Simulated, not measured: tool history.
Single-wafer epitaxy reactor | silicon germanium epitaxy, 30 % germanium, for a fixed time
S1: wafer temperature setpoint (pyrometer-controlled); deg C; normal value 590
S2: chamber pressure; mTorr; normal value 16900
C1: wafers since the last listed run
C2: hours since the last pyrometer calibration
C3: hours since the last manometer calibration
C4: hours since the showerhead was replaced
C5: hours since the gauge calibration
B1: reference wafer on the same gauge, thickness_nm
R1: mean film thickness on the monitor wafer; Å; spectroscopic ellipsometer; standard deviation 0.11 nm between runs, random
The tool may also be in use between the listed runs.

run 1 day=0 | S1=590 S2=18200 | C1=0 C2=1864.9 C3=1610.7 C4=4087.2 C5=96 | B1=46.187 | R1=465.85
run 2 day=1.146 | S1=590 S2=18200 | C1=392 C2=1892.4 C3=1638.2 C4=4114.7 C5=123.5 | B1=46.221 | R1=464.34
run 3 day=1.817 | S1=594 S2=15700 | C1=229 C2=1908.5 C3=1654.3 C4=4130.8 C5=139.6 | B1=46.216 | R1=472.96
run 4 day=2.704 | S1=594 S2=15700 | C1=304 C2=1929.8 C3=1675.6 C4=4152.1 C5=160.9 | B1=46.228 | R1=472.67
run 5 day=3.854 | S1=594 S2=15700 | C1=394 C2=1957.4 C3=1703.2 C4=4179.7 C5=188.5 | B1=46.19 | R1=471.69
run 6 day=4.392 | S1=586 S2=20000 | C1=184 C2=1970.3 C3=1716.1 C4=4192.6 C5=201.4 | B1=46.207 | R1=449.23
run 7 day=5.567 | S1=586 S2=20000 | C1=402 C2=1998.5 C3=1744.3 C4=4220.8 C5=229.6 | B1=46.193 | R1=451.85
run 8 day=7.012 | S1=586 S2=20000 | C1=495 C2=2033.2 C3=1779 C4=4255.5 C5=264.3 | B1=46.204 | R1=450.92
run 9 day=7.904 | S1=590 S2=15400 | C1=305 C2=2054.6 C3=1800.4 C4=4276.9 C5=285.7 | B1=46.216 | R1=441.4
run 10 day=8.442 | S1=590 S2=15400 | C1=184 C2=2067.5 C3=1813.3 C4=4289.8 C5=298.6 | B1=46.202 | R1=438.8
run 11 day=9.171 | S1=579 S2=13800 | C1=249 C2=2085 C3=1830.8 C4=4307.3 C5=316.1 | B1=46.211 | R1=354.07
run 12 day=10.362 | S1=579 S2=13800 | C1=408 C2=2113.6 C3=1859.4 C4=4335.9 C5=344.7 | B1=46.18 | R1=353.86
run 13 day=11.325 | S1=590 S2=16900 | C1=329 C2=2136.7 C3=1882.5 C4=4359 C5=367.8 | B1=46.252 | R1=454.56
-- day=11.796 showerhead replaced
run 14 day=12.246 | S1=590 S2=16900 | C1=201 C2=2158.8 C3=1904.6 C4=10.8 C5=389.9 | B1=46.193 | R1=452.37
-- day=13.012 pyrometer calibrated
run 15 day=13.729 | S1=590 S2=16900 | C1=394 C2=17.2 C3=1940.2 C4=46.4 C5=425.5 | B1=46.17 | R1=454.18
run 16 day=14.988 | S1=590 S2=16900 | C1=431 C2=47.4 C3=1970.4 C4=76.6 C5=455.7 | B1=46.216 | R1=455.03
run 17 day=16.15 | S1=590 S2=16900 | C1=398 C2=75.3 C3=1998.3 C4=104.5 C5=483.6 | B1=46.184 | R1=456.51
run 18 day=17.462 | S1=590 S2=16900 | C1=449 C2=106.8 C3=2029.8 C4=136 C5=515.1 | B1=46.205 | R1=455.48
run 19 day=18.842 | S1=590 S2=19100 | C1=472 C2=139.9 C3=2062.9 C4=169.1 C5=548.2 | B1=46.189 | R1=474.21
run 20 day=19.542 | S1=590 S2=16900 | C1=239 C2=156.7 C3=2079.7 C4=185.9 C5=565 | B1=46.234 | R1=454.78
run 21 day=20.054 | S1=590 S2=16900 | C1=175 C2=169 C3=2092 C4=198.2 C5=577.3 | B1=46.194 | R1=455.3
run 22 day=20.8 | S1=590 S2=16900 | C1=255 C2=186.9 C3=2109.9 C4=216.1 C5=595.2 | B1=46.209 | R1=454.09
-- day=21.279 gauge calibrated
run 23 day=22.025 | S1=598 S2=13400 | C1=419 C2=216.3 C3=2139.3 C4=245.5 C5=17.9 | B1=46.163 | R1=480.1
run 24 day=23.104 | S1=584 S2=14700 | C1=369 C2=242.2 C3=2165.2 C4=271.4 C5=43.8 | B1=46.192 | R1=394.6
run 25 day=23.746 | S1=594 S2=15700 | C1=219 C2=257.6 C3=2180.6 C4=286.8 C5=59.2 | B1=46.234 | R1=475.46
run 26 day=24.388 | S1=596 S2=19500 | C1=219 C2=273 C3=2196 C4=302.2 C5=74.6 | B1=46.18 | R1=527.75
run 27 day=24.921 | S1=590 S2=16900 | C1=182 C2=285.8 C3=2208.8 C4=315 C5=87.4 | B1=46.183 | R1=456.8
-- day=25.346 capacitance manometer re-zeroed and calibrated
run 28 day=25.808 | S1=578 S2=16900 | C1=189 C2=307.1 C3=11.1 C4=336.3 C5=108.7 | B1=46.235 | R1=360.05
run 29 day=26.742 | S1=576 S2=16900 | C1=319 C2=329.5 C3=33.5 C4=358.7 C5=131.1 | B1=46.163 | R1=348.31
run 30 day=28.146 | S1=580 S2=19900 | C1=481 C2=363.2 C3=67.2 C4=392.4 C5=164.8 | B1=46.201 | R1=396.01
run 31 day=29.588 | S1=586 S2=13000 | C1=494 C2=397.8 C3=101.8 C4=427 C5=199.4 | B1=46.206 | R1=378.28
run 32 day=30.567 | S1=590 S2=16900 | C1=335 C2=421.3 C3=125.3 C4=450.5 C5=222.9 | B1=46.202 | R1=441.01
run 33 day=31.433 | S1=605 S2=16900 | C1=297 C2=442.1 C3=146.1 C4=471.3 C5=243.7 | B1=46.234 | R1=563.33
run 34 day=33.967 | S1=596 S2=18000 | C1=868 C2=502.9 C3=206.9 C4=532.1 C5=304.5 | B1=46.173 | R1=498.64

Predict each of these 3 candidate next runs independently; none follows another, all start after run 34:
run A day=33.983 | S1=581 S2=16900 | C1=5 C2=503.3 C3=207.3 C4=532.5 C5=304.9 | B1=? | R1=?
run B day=33.983 | S1=584 S2=14600 | C1=5 C2=503.3 C3=207.3 C4=532.5 C5=304.9 | B1=? | R1=?
run C day=33.983 | S1=597 S2=15400 | C1=5 C2=503.3 C3=207.3 C4=532.5 C5=304.9 | B1=? | R1=?

run=A B1=46.156 R1=380.72
run=B B1=46.156 R1=381.16
run=C B1=46.156 R1=480.37
Take away the tool's hidden state, keep each run's random variation, and the runs would have read:
run=A R1=380.7
run=B R1=381.13
run=C R1=480.34

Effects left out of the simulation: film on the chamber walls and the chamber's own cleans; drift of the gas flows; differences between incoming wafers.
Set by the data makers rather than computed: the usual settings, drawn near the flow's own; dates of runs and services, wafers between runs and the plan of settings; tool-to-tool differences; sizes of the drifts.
